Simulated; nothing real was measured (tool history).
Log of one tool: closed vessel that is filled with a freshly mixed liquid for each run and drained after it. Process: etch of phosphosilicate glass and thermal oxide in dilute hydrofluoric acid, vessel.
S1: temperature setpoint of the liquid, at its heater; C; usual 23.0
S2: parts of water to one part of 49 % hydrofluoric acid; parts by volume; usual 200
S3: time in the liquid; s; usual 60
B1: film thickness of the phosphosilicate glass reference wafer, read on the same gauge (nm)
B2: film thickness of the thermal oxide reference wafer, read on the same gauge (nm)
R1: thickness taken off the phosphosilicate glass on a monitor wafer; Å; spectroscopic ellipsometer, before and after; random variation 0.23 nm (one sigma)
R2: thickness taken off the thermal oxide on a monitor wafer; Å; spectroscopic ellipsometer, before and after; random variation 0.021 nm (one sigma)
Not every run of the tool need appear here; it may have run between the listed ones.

run,hour,S1,S2,S3,B1,B2,R1,R2
1,0.0,23.0,200,60,50.02,140.022,322.7,12.74
2,32.5,23.0,200,60,49.97,139.987,326.1,12.71
3,44.6,23.0,200,60,50.01,139.998,326.3,12.33
4,60.0,23.0,200,60,50.00,140.001,328.9,12.25
5,77.6,26.5,200,60,50.03,139.995,371.0,14.33
6,113.5,26.5,200,60,49.98,139.949,369.7,14.36
7,145.1,23.0,200,60,49.98,139.994,325.9,12.56
8,179.9,23.0,200,60,50.03,140.008,327.6,12.36
# hour 188.3: hydrofluoric acid flow meter replaced
9,194.2,22.0,200,60,49.98,140.011,317.0,11.58
10,227.0,22.0,200,60,50.00,140.060,311.4,11.79
11,260.1,23.0,200,60,49.98,139.998,326.0,12.60
12,305.0,23.0,200,60,49.99,140.012,331.4,12.43
13,321.2,23.0,200,60,50.05,139.987,327.7,12.45
# hour 339.0: thermometer replaced
14,339.5,27.0,290,90,49.95,140.019,354.8,13.72
15,373.0,23.0,110,60,50.00,139.994,662.8,24.77
16,387.7,23.0,145,60,50.03,140.023,476.9,18.08
17,404.5,23.0,140,60,50.04,140.000,506.8,19.16
18,422.6,27.0,110,45,50.01,139.967,573.0,22.62
# hour 433.4: gauge calibrated
19,448.6,23.0,285,40,49.98,140.002,140.4,5.28
20,476.3,27.5,295,85,50.01,139.994,334.8,12.45
21,511.6,21.5,170,40,49.98,140.008,253.0,9.66
22,533.8,23.0,200,60,50.01,140.012,329.0,12.24
23,557.4,23.0,165,60,49.99,139.999,412.3,15.65
24,577.0,20.0,245,75,50.02,140.010,284.0,10.91
25,602.6,23.0,200,60,49.98,139.992,320.8,12.20

Alternative continuations, all from the tool just after run 25; predict every row:
A,603.3,23.0,200,60,?,?,?,?
B,603.3,27.5,285,45,?,?,?,?
C,603.3,21.0,200,85,?,?,?,?
D,603.3,23.0,140,45,?,?,?,?

run,B1,B2,R1,R2
A,50.01,139.948,327.1,12.21
B,50.01,139.948,184.6,6.89
C,50.01,139.948,429.7,16.04
D,50.01,139.948,374.2,13.96
Take away the tool's hidden state, keep each run's random variation, and the runs would have read:
run,R1,R2
A,327.1,12.21
B,184.6,6.89
C,429.7,16.04
D,374.2,13.96
